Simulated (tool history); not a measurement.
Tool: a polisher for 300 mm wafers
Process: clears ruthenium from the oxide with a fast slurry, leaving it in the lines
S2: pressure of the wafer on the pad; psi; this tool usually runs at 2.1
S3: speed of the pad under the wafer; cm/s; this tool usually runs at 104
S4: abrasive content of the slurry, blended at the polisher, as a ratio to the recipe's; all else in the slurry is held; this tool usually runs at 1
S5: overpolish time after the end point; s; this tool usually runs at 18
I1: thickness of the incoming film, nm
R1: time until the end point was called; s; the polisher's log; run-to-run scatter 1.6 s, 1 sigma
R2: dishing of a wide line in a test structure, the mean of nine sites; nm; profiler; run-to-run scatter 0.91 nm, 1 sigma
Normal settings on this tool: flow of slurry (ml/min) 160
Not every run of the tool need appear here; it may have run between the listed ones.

run 1 hour=0 | flow_of_slurry_(ml/min)=160 S2=2.1 S3=104 S4=1 S5=18 | I1=258.8 | R1=92.4 R2=36.2
run 2 hour=66.5 | flow_of_slurry_(ml/min)=160 S2=2.1 S3=104 S4=1 S5=18 | I1=260.1 | R1=98.4 R2=35.6
-- hour=71.6 head pressure recalibrated
-- hour=90.4 worn pad replaced by a new one
run 3 hour=106.7 | flow_of_slurry_(ml/min)=170 S2=1.6 S3=104 S4=1 S5=18 | I1=259.1 | R1=104.1 R2=32.2
run 4 hour=194.4 | flow_of_slurry_(ml/min)=170 S2=1.6 S3=104 S4=1 S5=18 | I1=262.6 | R1=106.4 R2=33.4
-- hour=214.8 slurry nozzle cleaned
run 5 hour=252.3 | flow_of_slurry_(ml/min)=170 S2=1.6 S3=104 S4=1 S5=18 | I1=260 | R1=105.1 R2=32.1
-- hour=264.7 slurry blender recalibrated
run 6 hour=328.3 | flow_of_slurry_(ml/min)=195 S2=2.1 S3=104 S4=1 S5=18 | I1=258.4 | R1=86.3 R2=40.9
run 7 hour=366.1 | flow_of_slurry_(ml/min)=195 S2=2.1 S3=104 S4=1 S5=18 | I1=256.7 | R1=81.9 R2=39
run 8 hour=452 | flow_of_slurry_(ml/min)=160 S2=2.1 S3=104 S4=1 S5=18 | I1=256.6 | R1=85.8 R2=38.7
run 9 hour=509.6 | flow_of_slurry_(ml/min)=160 S2=2.1 S3=104 S4=1 S5=18 | I1=260 | R1=90.3 R2=40.9
-- hour=532.1 worn pad replaced by a new one
run 10 hour=594.6 | flow_of_slurry_(ml/min)=160 S2=2.1 S3=104 S4=1 S5=18 | I1=261.4 | R1=84.4 R2=38.4
run 11 hour=633.1 | flow_of_slurry_(ml/min)=215 S2=2.1 S3=104 S4=1.15 S5=10 | I1=256 | R1=77.8 R2=25.2
run 12 hour=719.6 | flow_of_slurry_(ml/min)=160 S2=2.1 S3=104 S4=1 S5=18 | I1=261.6 | R1=90.4 R2=38.7
-- hour=739.8 slurry nozzle cleaned
-- hour=800.9 slurry blender recalibrated
run 13 hour=824.9 | flow_of_slurry_(ml/min)=195 S2=2.1 S3=104 S4=1 S5=18 | I1=258.6 | R1=88.5 R2=37.8
run 14 hour=898.8 | flow_of_slurry_(ml/min)=115 S2=2.1 S3=104 S4=1 S5=18 | I1=260.4 | R1=96.9 R2=35.3
run 15 hour=942.2 | flow_of_slurry_(ml/min)=160 S2=1.6 S3=104 S4=1 S5=18 | I1=256 | R1=111.7 R2=29.5
run 16 hour=1038 | flow_of_slurry_(ml/min)=160 S2=2.1 S3=104 S4=1 S5=18 | I1=262.8 | R1=92 R2=36.2
-- hour=1096.7 worn pad replaced by a new one
run 17 hour=1133 | flow_of_slurry_(ml/min)=160 S2=1.8 S3=92 S4=1.3 S5=12 | I1=264.7 | R1=104.1 R2=22.6
run 18 hour=1213.5 | flow_of_slurry_(ml/min)=210 S2=2.1 S3=136 S4=1 S5=18 | I1=259.3 | R1=67.8 R2=48.3
-- hour=1284.4 slurry nozzle cleaned
run 19 hour=1291.3 | flow_of_slurry_(ml/min)=160 S2=2.8 S3=104 S4=1.15 S5=18 | I1=260.8 | R1=69.5 R2=46.3
-- hour=1317.9 slurry blender recalibrated
run 20 hour=1349.1 | flow_of_slurry_(ml/min)=160 S2=1.5 S3=120 S4=1.1 S5=23 | I1=257.9 | R1=103.6 R2=41
-- hour=1378.6 head pressure recalibrated
run 21 hour=1411.9 | flow_of_slurry_(ml/min)=190 S2=2.1 S3=104 S4=1 S5=18 | I1=254.9 | R1=84 R2=39.8
run 22 hour=1448.3 | flow_of_slurry_(ml/min)=145 S2=2.1 S3=134 S4=1 S5=18 | I1=261 | R1=69.7 R2=46.2
run 23 hour=1538.9 | flow_of_slurry_(ml/min)=160 S2=2.5 S3=104 S4=1 S5=18 | I1=262.7 | R1=77.2 R2=45.3
-- hour=1589.3 worn pad replaced by a new one
run 24 hour=1597.5 | flow_of_slurry_(ml/min)=160 S2=2.1 S3=104 S4=1 S5=18 | I1=259.1 | R1=87.2 R2=38
run 25 hour=1658.7 | flow_of_slurry_(ml/min)=160 S2=2.6 S3=104 S4=1 S5=9 | I1=257.3 | R1=72.9 R2=23.8
run 26 hour=1723.9 | flow_of_slurry_(ml/min)=140 S2=2.1 S3=104 S4=1 S5=26 | I1=261.5 | R1=89 R2=50.4
run 27 hour=1774.5 | flow_of_slurry_(ml/min)=145 S2=2.8 S3=138 S4=0.75 S5=18 | I1=259.7 | R1=61.3 R2=54.7
-- hour=1788.4 slurry blender recalibrated
-- hour=1812.4 slurry nozzle cleaned
run 28 hour=1879 | flow_of_slurry_(ml/min)=160 S2=2.1 S3=88 S4=0.85 S5=28 | I1=255.6 | R1=111.3 R2=45.2

Results for each run, recomputed without the tool's hidden state and with each run's random variation untouched:
Hidden state present: removal rate lost through wear of the pad, %; slurry flow missing at the pad, %; deviation of the head's pressure from its setpoint, %; abrasive missing from the slurry, %.
run=1 R1=85 R2=39.1
run=2 R1=89.6 R2=38.8
run=3 R1=105.4 R2=31.8
run=4 R1=107.6 R2=33
run=5 R1=106.2 R2=31.7
run=6 R1=87.1 R2=40.6
run=7 R1=82.5 R2=38.7
run=8 R1=86.2 R2=38.6
run=9 R1=90.5 R2=40.8
run=10 R1=84.1 R2=38.5
run=11 R1=77.3 R2=25.4
run=12 R1=89.4 R2=39.1
run=13 R1=86.8 R2=38.5
run=14 R1=94.4 R2=36.1
run=15 R1=108.3 R2=30.3
run=16 R1=88.4 R2=37.6
run=17 R1=98.8 R2=23.7
run=18 R1=63.7 R2=51.1
run=19 R1=64.6 R2=49.4
run=20 R1=95.4 R2=44.2
run=21 R1=83.9 R2=39.8
run=22 R1=69.7 R2=46.2
run=23 R1=77 R2=45.4
run=24 R1=86.9 R2=38.1
run=25 R1=72.6 R2=23.9
run=26 R1=88.4 R2=50.7
run=27 R1=60.8 R2=55.2
run=28 R1=109.7 R2=45.8

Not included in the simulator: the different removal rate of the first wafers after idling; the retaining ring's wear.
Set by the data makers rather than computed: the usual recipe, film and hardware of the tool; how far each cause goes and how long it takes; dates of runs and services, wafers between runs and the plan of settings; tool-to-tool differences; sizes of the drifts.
